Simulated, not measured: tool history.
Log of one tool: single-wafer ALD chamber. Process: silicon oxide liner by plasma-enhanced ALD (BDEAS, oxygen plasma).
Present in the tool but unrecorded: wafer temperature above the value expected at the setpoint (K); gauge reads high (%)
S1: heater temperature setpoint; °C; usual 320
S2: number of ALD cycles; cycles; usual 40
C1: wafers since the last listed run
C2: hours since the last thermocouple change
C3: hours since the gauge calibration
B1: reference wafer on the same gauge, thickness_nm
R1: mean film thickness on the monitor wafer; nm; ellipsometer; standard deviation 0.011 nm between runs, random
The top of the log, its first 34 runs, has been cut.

run    hour   S1  S2   C1     C2      C3     B1     R1
 35  1695.5  320  40  289  159.9   619.0  2.899  3.393
 36  1735.7  320  33  178  200.1   659.2  2.893  2.795
 37  1767.1  327  46  139  231.5   690.6  2.894  3.857
 38  1827.4  325  37  267  291.8   750.9  2.896  3.105
 39  1858.1  320  40  136  322.5   781.6  2.893  3.385
 40  1929.0  325  43  314  393.4   852.5  2.890  3.581
 41  1954.6  320  40  113  419.0   878.1  2.889  3.375
 42  2015.1  306  45  268  479.5   938.6  2.887  3.894
 43  2205.1  326  43  844  669.5  1128.6  2.884  3.598
 44  2249.5  320  40  197  713.9  1173.0  2.882  3.390

4 ways to go on from here, each from the tool as it stands after run 44. What would each give?
  A  2250.0  320  40   2  714.4  1173.5   ?   ?
  B  2250.0  328  40   2  714.4  1173.5   ?   ?
  C  2250.0  320  47   2  714.4  1173.5   ?   ?
  D  2250.0  328  44   2  714.4  1173.5   ?   ?

run     B1     R1
  A  2.883  3.385
  B  2.883  3.345
  C  2.883  3.978
  D  2.883  3.679
With no hidden state in the tool, these same runs would have given:
run     R1
  A  3.441
  B  3.400
  C  4.043
  D  3.739

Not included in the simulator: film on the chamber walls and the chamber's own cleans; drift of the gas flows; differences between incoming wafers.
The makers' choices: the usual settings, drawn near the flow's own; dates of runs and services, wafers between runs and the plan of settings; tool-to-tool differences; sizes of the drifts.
